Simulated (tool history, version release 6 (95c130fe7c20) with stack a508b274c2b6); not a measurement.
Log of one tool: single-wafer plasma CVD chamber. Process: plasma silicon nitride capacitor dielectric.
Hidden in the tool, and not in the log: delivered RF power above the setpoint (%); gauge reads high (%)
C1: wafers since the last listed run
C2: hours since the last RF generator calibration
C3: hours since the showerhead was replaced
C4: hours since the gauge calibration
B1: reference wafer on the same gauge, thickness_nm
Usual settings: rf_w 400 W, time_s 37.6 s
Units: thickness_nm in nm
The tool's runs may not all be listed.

run 1 hour=0 | rf_w=400 time_s=37.6 | C1=0 C2=659.7 C3=4765.1 C4=461.7 | B1=53.518 | thickness_nm=55.285
run 2 hour=58.6 | rf_w=400 time_s=37.6 | C1=1228 C2=718.3 C3=4823.7 C4=520.3 | B1=53.432 | thickness_nm=55.443
run 3 hour=117.5 | rf_w=400 time_s=37.6 | C1=1234 C2=777.2 C3=4882.6 C4=579.2 | B1=53.35 | thickness_nm=55.195
run 4 hour=173.5 | rf_w=365 time_s=37.6 | C1=1173 C2=833.2 C3=4938.6 C4=635.2 | B1=53.241 | thickness_nm=54.784
run 5 hour=241.9 | rf_w=400 time_s=37.6 | C1=1433 C2=901.6 C3=5007 C4=703.6 | B1=53.147 | thickness_nm=54.903
run 6 hour=266.1 | rf_w=400 time_s=37.6 | C1=507 C2=925.8 C3=5031.2 C4=727.8 | B1=53.081 | thickness_nm=55.229
run 7 hour=324.4 | rf_w=400 time_s=43.4 | C1=1221 C2=984.1 C3=5089.5 C4=786.1 | B1=53.02 | thickness_nm=63.524
run 8 hour=393 | rf_w=400 time_s=37.6 | C1=1437 C2=1052.7 C3=5158.1 C4=854.7 | B1=52.936 | thickness_nm=54.672
run 9 hour=434.4 | rf_w=400 time_s=34.1 | C1=867 C2=1094.1 C3=5199.5 C4=896.1 | B1=52.863 | thickness_nm=49.767
run 10 hour=472.1 | rf_w=400 time_s=37.6 | C1=790 C2=1131.8 C3=5237.2 C4=933.8 | B1=52.814 | thickness_nm=54.801
run 11 hour=524.7 | rf_w=400 time_s=37.6 | C1=1102 C2=1184.4 C3=5289.8 C4=986.4 | B1=52.754 | thickness_nm=54.782
run 12 hour=616.7 | rf_w=400 time_s=37.6 | C1=1928 C2=1276.4 C3=5381.8 C4=1078.4 | B1=52.606 | thickness_nm=54.915
run 13 hour=670.7 | rf_w=400 time_s=37.6 | C1=1131 C2=1330.4 C3=5435.8 C4=1132.4 | B1=52.533 | thickness_nm=54.156
-- hour=680.4 RF generator calibrated
run 14 hour=725.3 | rf_w=400 time_s=37.6 | C1=976 C2=44.9 C3=5490.4 C4=1187 | B1=52.452 | thickness_nm=54.03
-- hour=750.1 gauge calibrated
run 15 hour=796.2 | rf_w=400 time_s=37.6 | C1=1485 C2=115.8 C3=5561.3 C4=46.1 | B1=53.723 | thickness_nm=55.199
run 16 hour=849.1 | rf_w=400 time_s=40.2 | C1=1108 C2=168.7 C3=5614.2 C4=99 | B1=53.604 | thickness_nm=59.259
run 17 hour=875 | rf_w=400 time_s=40.2 | C1=542 C2=194.6 C3=5640.1 C4=124.9 | B1=53.584 | thickness_nm=58.893
run 18 hour=927.5 | rf_w=400 time_s=40.2 | C1=1100 C2=247.1 C3=5692.6 C4=177.4 | B1=53.493 | thickness_nm=59.138
run 19 hour=993.5 | rf_w=400 time_s=37.6 | C1=1383 C2=313.1 C3=5758.6 C4=243.4 | B1=53.386 | thickness_nm=55.376
run 20 hour=1062.4 | rf_w=470 time_s=34.3 | C1=1444 C2=382 C3=5827.5 C4=312.3 | B1=53.331 | thickness_nm=51.604
run 21 hour=1100.4 | rf_w=400 time_s=37.6 | C1=796 C2=420 C3=5865.5 C4=350.3 | B1=53.261 | thickness_nm=55.569
run 22 hour=1126.4 | rf_w=475 time_s=43.4 | C1=544 C2=446 C3=5891.5 C4=376.3 | B1=53.262 | thickness_nm=65.079
run 23 hour=1150.6 | rf_w=470 time_s=34.3 | C1=507 C2=470.2 C3=5915.7 C4=400.5 | B1=53.195 | thickness_nm=51.486
run 24 hour=1211 | rf_w=440 time_s=44.4 | C1=1265 C2=530.6 C3=5976.1 C4=460.9 | B1=53.08 | thickness_nm=65.958
run 25 hour=1250.3 | rf_w=455 time_s=34.4 | C1=823 C2=569.9 C3=6015.4 C4=500.2 | B1=53.085 | thickness_nm=51.43
-- hour=1313.3 showerhead replaced
run 26 hour=1443.5 | rf_w=330 time_s=42.9 | C1=3881 C2=763.1 C3=130.2 C4=693.4 | B1=52.765 | thickness_nm=61.014
run 27 hour=1509.1 | rf_w=400 time_s=37.6 | C1=1374 C2=828.7 C3=195.8 C4=759 | B1=52.68 | thickness_nm=54.966
run 28 hour=1570.5 | rf_w=420 time_s=37.6 | C1=1286 C2=890.1 C3=257.2 C4=820.4 | B1=52.556 | thickness_nm=54.853
run 29 hour=1612 | rf_w=450 time_s=31 | C1=869 C2=931.6 C3=298.7 C4=861.9 | B1=52.552 | thickness_nm=45.783
run 30 hour=1659.3 | rf_w=430 time_s=34.5 | C1=991 C2=978.9 C3=346 C4=909.2 | B1=52.489 | thickness_nm=50.34
run 31 hour=1699.6 | rf_w=400 time_s=31.2 | C1=844 C2=1019.2 C3=386.3 C4=949.5 | B1=52.414 | thickness_nm=45.045
run 32 hour=1728.5 | rf_w=375 time_s=31.6 | C1=605 C2=1048.1 C3=415.2 C4=978.4 | B1=52.377 | thickness_nm=45.331
run 33 hour=1753.1 | rf_w=470 time_s=30.4 | C1=515 C2=1072.7 C3=439.8 C4=1003 | B1=52.339 | thickness_nm=45.129
run 34 hour=1788.1 | rf_w=400 time_s=37.6 | C1=733 C2=1107.7 C3=474.8 C4=1038 | B1=52.3 | thickness_nm=53.946
-- hour=1816.4 RF generator calibrated
run 35 hour=1816.9 | rf_w=420 time_s=39.8 | C1=435 C2=0.5 C3=503.6 C4=1066.8 | B1=52.267 | thickness_nm=57.532
run 36 hour=1878.1 | rf_w=400 time_s=37.6 | C1=1282 C2=61.7 C3=564.8 C4=1128 | B1=52.18 | thickness_nm=54.276
run 37 hour=1936.8 | rf_w=400 time_s=37.6 | C1=1230 C2=120.4 C3=623.5 C4=1186.7 | B1=52.073 | thickness_nm=53.954

The tool's hidden state at each run:
delivered RF power above the setpoint (%): 0 in every run
H1: gauge reads high (%)
run=1 H1=-1.11
run=2 H1=-1.26
run=3 H1=-1.42
run=4 H1=-1.56
run=5 H1=-1.74
run=6 H1=-1.81
run=7 H1=-1.96
run=8 H1=-2.14
run=9 H1=-2.25
run=10 H1=-2.35
run=11 H1=-2.49
run=12 H1=-2.73
run=13 H1=-2.87
run=14 H1=-3.01
run=15 H1=-0.741
run=16 H1=-0.88
run=17 H1=-0.948
run=18 H1=-1.09
run=19 H1=-1.26
run=20 H1=-1.44
run=21 H1=-1.54
run=22 H1=-1.61
run=23 H1=-1.67
run=24 H1=-1.83
run=25 H1=-1.93
run=26 H1=-2.44
run=27 H1=-2.61
run=28 H1=-2.77
run=29 H1=-2.88
run=30 H1=-3.01
run=31 H1=-3.11
run=32 H1=-3.19
run=33 H1=-3.25
run=34 H1=-3.35
run=35 H1=-3.42
run=36 H1=-3.58
run=37 H1=-3.74
